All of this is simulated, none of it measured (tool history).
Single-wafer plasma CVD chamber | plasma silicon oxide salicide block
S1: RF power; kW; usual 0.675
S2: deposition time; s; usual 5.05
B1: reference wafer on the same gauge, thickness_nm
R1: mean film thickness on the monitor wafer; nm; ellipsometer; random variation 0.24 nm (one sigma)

run,hour,S1,S2,B1,R1
1,0,0.675,5.3,40.642,51.192
2,73,0.675,5.3,40.621,51.036
3,176,0.675,5.05,40.611,48.91
4,279.4,0.675,5.05,40.564,48.302
5,343.3,0.675,5.05,40.624,48.442
6,432.8,0.675,5.05,40.597,48.606
7,476.1,0.675,5.05,40.53,48.484
8,514,0.675,5.05,40.66,48.297
9,590.8,0.75,4.62,40.644,46.309
10,654.4,0.75,4.62,40.636,46.137
# hour 671.1: gauge calibrated
11,747.6,0.675,5.05,40.599,48.244
12,829.2,0.675,5.05,40.654,48.481
# hour 849.2: showerhead replaced
13,935.4,0.675,5.05,40.635,48.379
14,1014.7,0.56,5.49,40.614,48.401
# hour 1090.2: RF generator calibrated
15,1092.1,0.675,5.65,40.593,55.578
16,1167.2,0.78,4.48,40.61,46.614
17,1247.3,0.55,5.76,40.645,51.387
18,1340,0.805,5.93,40.552,61.339
19,1408.9,0.56,5.44,40.625,48.81
20,1469.3,0.675,5.05,40.631,48.875

Run 21 comes next. What will it give?
21,1557,0.77,5.81,?,?

Run 21 gave B1 40.542, R1 59.457 nm.
Without the tool's hidden state the same run would have given R1 60.711 nm.
